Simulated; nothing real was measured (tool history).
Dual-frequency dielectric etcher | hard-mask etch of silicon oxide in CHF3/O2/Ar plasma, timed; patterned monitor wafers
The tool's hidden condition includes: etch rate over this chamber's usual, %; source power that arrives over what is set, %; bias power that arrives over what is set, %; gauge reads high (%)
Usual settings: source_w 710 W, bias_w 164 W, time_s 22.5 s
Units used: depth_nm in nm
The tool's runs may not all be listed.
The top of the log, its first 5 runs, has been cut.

run,hour,source_w,bias_w,time_s,wafers since the last listed run,hours since the last wet clean,hours since the last source power generator calibration,hours since the last bias power generator calibration,hours since the last upper electrode change,hours since the gauge calibration,"read-back reference wafer on the same gauge, depth_nm",depth_nm
# hour 129.6: upper electrode replaced
6,130.1,840,164,22.5,174,64.0,1327.7,3574.9,0.5,823.3,47.23,49.76
7,140.3,710,145,22.5,127,74.2,1337.9,3585.1,10.7,833.5,47.20,44.38
8,169.0,710,145,22.5,358,102.9,1366.6,3613.8,39.4,862.2,47.27,44.59
9,198.2,710,164,22.5,364,132.1,1395.8,3643.0,68.6,891.4,47.25,45.47
10,223.8,710,164,22.5,319,157.7,1421.4,3668.6,94.2,917.0,47.22,45.50
11,253.2,710,164,22.5,366,187.1,1450.8,3698.0,123.6,946.4,47.01,44.91
12,269.8,710,164,22.5,207,203.7,1467.4,3714.6,140.2,963.0,47.21,45.52
13,282.6,710,164,22.5,159,216.5,1480.2,3727.4,153.0,975.8,47.30,46.07
14,299.2,710,164,22.5,207,233.1,1496.8,3744.0,169.6,992.4,47.13,45.66
15,318.9,820,164,22.5,245,252.8,1516.5,3763.7,189.3,1012.1,47.16,49.12
16,339.7,710,164,22.5,259,273.6,1537.3,3784.5,210.1,1032.9,47.33,45.69
17,359.9,710,179,22.5,252,293.8,1557.5,3804.7,230.3,1053.1,47.29,46.68
# hour 369.8: bias power generator calibrated
18,387.2,640,133,16.5,290,321.1,1584.8,17.4,257.6,1080.4,47.29,30.37
19,416.4,710,143,22.5,364,350.3,1614.0,46.6,286.8,1109.6,47.21,44.30
20,443.3,820,164,22.5,335,377.2,1640.9,73.5,313.7,1136.5,47.16,48.80
# hour 466.4: gauge calibrated
21,472.0,560,201,26.0,358,405.9,1669.6,102.2,342.4,5.6,47.21,50.45
22,501.5,800,164,17.5,368,435.4,1699.1,131.7,371.9,35.1,47.23,36.87
# hour 544.1: wet clean of the chamber
23,544.6,580,128,27.5,238,0.5,1742.2,174.8,415.0,78.2,47.18,47.17
# hour 551.9: source power generator calibrated
24,556.8,710,126,22.5,102,12.7,4.9,187.0,427.2,90.4,47.14,42.85
25,577.3,710,164,22.5,255,33.2,25.4,207.5,447.7,110.9,47.33,45.98
26,609.0,710,124,25.0,395,64.9,57.1,239.2,479.4,142.6,47.23,47.18
27,621.4,710,135,22.5,154,77.3,69.5,251.6,491.8,155.0,47.28,44.11
28,646.0,650,180,25.5,306,101.9,94.1,276.2,516.4,179.6,47.29,50.87

What will run 29 give?
29,680.2,640,130,20.5,426,136.1,128.3,310.4,550.6,213.8,?,?

{"run 29": {"read-back reference wafer on the same gauge, depth_nm": 47.04, "depth_nm": 37.53}}
On a tool with no hidden condition, and with the same random variation, this run would have come out at depth_nm 37.53 nm.
